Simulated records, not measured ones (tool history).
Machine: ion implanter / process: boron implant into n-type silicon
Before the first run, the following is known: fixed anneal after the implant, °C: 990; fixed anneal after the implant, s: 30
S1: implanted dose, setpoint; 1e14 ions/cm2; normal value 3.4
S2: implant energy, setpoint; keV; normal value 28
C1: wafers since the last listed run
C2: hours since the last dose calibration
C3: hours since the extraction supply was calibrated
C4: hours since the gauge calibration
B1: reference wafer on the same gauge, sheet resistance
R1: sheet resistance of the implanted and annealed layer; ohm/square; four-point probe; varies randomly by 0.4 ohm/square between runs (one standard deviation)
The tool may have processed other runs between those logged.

| run | hour | S1 | S2 | C1 | C2 | C3 | C4 | B1 | R1 |
|---|---|---|---|---|---|---|---|---|---|
| 1 | 0 | 4.15 | 31 | 0 | 1562.5 | 3490.4 | 199.5 | 295.14 | 218.01 |
| 2 | 6.7 | 4.15 | 31 | 273 | 1569.2 | 3497.1 | 206.2 | 295.08 | 217.9 |
| 3 | 12.9 | 4.15 | 31 | 253 | 1575.4 | 3503.3 | 212.4 | 294.92 | 217.89 |
| 4 | 24.5 | 3.4 | 35.5 | 474 | 1587 | 3514.9 | 224 | 294.9 | 251.47 |
| 5 | 41.3 | 2.92 | 28 | 687 | 1603.8 | 3531.7 | 240.8 | 295.04 | 290.41 |
| 6 | 50.3 | 2.92 | 28 | 368 | 1612.8 | 3540.7 | 249.8 | 294.92 | 289.65 |
| 7 | 56.5 | 2.92 | 28 | 253 | 1619 | 3546.9 | 256 | 295.07 | 289.53 |
| 8 | 62.7 | 3.4 | 28 | 253 | 1625.2 | 3553.1 | 262.2 | 295.02 | 256.75 |
| 9 | 76 | 3.4 | 31.5 | 543 | 1638.5 | 3566.4 | 275.5 | 295.12 | 254.17 |
| 10 | 90.1 | 3.4 | 31.5 | 576 | 1652.6 | 3580.5 | 289.6 | 294.9 | 254.21 |
| 11 | 102.1 | 3.4 | 31.5 | 490 | 1664.6 | 3592.5 | 301.6 | 295.09 | 253.79 |
|  | 102.9 | gauge calibrated |
| 12 | 118.3 | 3.95 | 28 | 662 | 1680.8 | 3608.7 | 15.4 | 294.98 | 228.65 |
|  | 140.6 | extraction supply calibrated |
| 13 | 141.1 | 3.88 | 23 | 605 | 1703.6 | 0.5 | 38.2 | 294.95 | 234.63 |
| 14 | 145.5 | 2.75 | 32.5 | 179 | 1708 | 4.9 | 42.6 | 294.87 | 297.59 |
| 15 | 156.9 | 3.73 | 35 | 466 | 1719.4 | 16.3 | 54 | 294.97 | 232.85 |
| 16 | 164 | 4.29 | 35.5 | 290 | 1726.5 | 23.4 | 61.1 | 294.94 | 208.92 |
| 17 | 175.2 | 2.58 | 23.5 | 458 | 1737.7 | 34.6 | 72.3 | 295.13 | 322.9 |
| 18 | 184.7 | 2.81 | 34.5 | 388 | 1747.2 | 44.1 | 81.8 | 295.06 | 291.26 |
|  | 196 | Faraday cup replaced and dose calibrated |
| 19 | 200.2 | 3.88 | 20.5 | 306 | 4.2 | 59.6 | 97.3 | 295.09 | 245.65 |
| 20 | 216.8 | 3.4 | 28 | 678 | 20.8 | 76.2 | 113.9 | 294.85 | 265.1 |
| 21 | 223 | 3.4 | 28 | 253 | 27 | 82.4 | 120.1 | 295 | 265.08 |
| 22 | 232.4 | 3.4 | 34 | 384 | 36.4 | 91.8 | 129.5 | 295.06 | 259.99 |
| 23 | 239.1 | 2.44 | 25 | 273 | 43.1 | 98.5 | 136.2 | 295.07 | 346.44 |
| 24 | 255.7 | 3.8 | 28 | 678 | 59.7 | 115.1 | 152.8 | 295.11 | 242.64 |
| 25 | 270.9 | 2.55 | 32 | 621 | 74.9 | 130.3 | 168 | 295 | 325.67 |

Predict each of these 5 candidate next runs independently; none follows another, all start after run 25:
| A | 271.3 | 3.4 | 28 | 16 | 75.3 | 130.7 | 168.4 | ? | ? |
| B | 271.3 | 4.18 | 24 | 16 | 75.3 | 130.7 | 168.4 | ? | ? |
| C | 271.3 | 3.4 | 36.5 | 16 | 75.3 | 130.7 | 168.4 | ? | ? |
| D | 271.3 | 3.9 | 20 | 16 | 75.3 | 130.7 | 168.4 | ? | ? |
| E | 271.3 | 3.4 | 22 | 16 | 75.3 | 130.7 | 168.4 | ? | ? |

| run | B1 | R1 |
|---|---|---|
| A | 295.05 | 264.9 |
| B | 295.05 | 228.31 |
| C | 295.05 | 258.28 |
| D | 295.05 | 244.99 |
| E | 295.05 | 270.73 |
With the hidden condition removed and each run's random variation left untouched, the same runs would have given:
| run | R1 |
|---|---|
| A | 266.37 |
| B | 229.6 |
| C | 259.7 |
| D | 246.38 |
| E | 272.24 |
